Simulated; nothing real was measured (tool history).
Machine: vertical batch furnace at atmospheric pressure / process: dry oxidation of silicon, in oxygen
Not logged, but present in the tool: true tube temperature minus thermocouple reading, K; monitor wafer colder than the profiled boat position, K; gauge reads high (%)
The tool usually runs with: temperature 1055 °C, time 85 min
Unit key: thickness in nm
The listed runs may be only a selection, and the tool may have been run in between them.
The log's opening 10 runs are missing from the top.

run,hour,temperature,time,wafers since the last listed run,hours since the last temperature calibration,hours since the boat lift was adjusted,hours since the gauge calibration,"read-back reference wafer on the same gauge, thickness",thickness
11,331.1,1055,85,290,22.8,4572.4,1014,131.04,126.17
12,351.8,1055,85,269,43.5,4593.1,1034.7,130.96,126.65
13,364.2,1043,85,161,55.9,4605.5,1047.1,130.96,117.96
14,382.8,1043,85,241,74.5,4624.1,1065.7,130.99,117.81
# hour 391.4: gauge calibrated
# hour 413.1: boat lift adjusted
15,414.8,1055,85,104,106.5,1.7,23.4,130.96,126.29
16,430.6,1055,85,205,122.3,17.5,39.2,130.99,126.57
17,456.7,1055,85,339,148.4,43.6,65.3,131,126.54
18,472.1,1035,85,200,163.8,59,80.7,130.99,112.88
19,488.3,1055,85,210,180,75.2,96.9,131,126.81
20,557.9,1063,59,905,249.6,144.8,166.5,130.99,106.31
21,582.4,1055,85,318,274.1,169.3,191,131.07,127.1
22,604.4,1055,122.5,286,296.1,191.3,213,130.95,158.97
23,636.4,1055,53.5,416,328.1,223.3,245,130.98,94.93
24,662.3,1043,73,336,354,249.2,270.9,131,107.78
25,675.3,1069,55,169,367,262.2,283.9,131.02,105.49
26,703.9,1055,85,372,395.6,290.8,312.5,131,127.38
27,724.1,1076,100,262,415.8,311,332.7,130.97,159.45
28,756,1055,115,415,447.7,342.9,364.6,130.96,153.76
29,779.6,1055,122,307,471.3,366.5,388.2,131,158.99
30,795.2,1071,85,202,486.9,382.1,403.8,131.01,140.37
31,815.7,1055,85,266,507.4,402.6,424.3,131.02,127.73
32,838.2,1055,108,292,529.9,425.1,446.8,130.97,148.14
33,874.1,1079,53,467,565.8,461,482.7,131.03,110.49
34,909.9,1067,85,465,601.6,496.8,518.5,131,137.45
35,931.6,1055,85,282,623.3,518.5,540.2,131.02,128.1

3 ways to go on from here, each from the tool as it stands after run 35. What would each give?
A,937.6,1055,121,78,629.3,524.5,546.2,?,?
B,937.6,1048,85,78,629.3,524.5,546.2,?,?
C,937.6,1061,63.5,78,629.3,524.5,546.2,?,?

run,"read-back reference wafer on the same gauge, thickness",thickness
A,130.93,158.94
B,130.93,122.87
C,130.93,110.5
What these runs would have given with no unlogged condition in the tool:
run,thickness
A,156.83
B,121.21
C,108.92
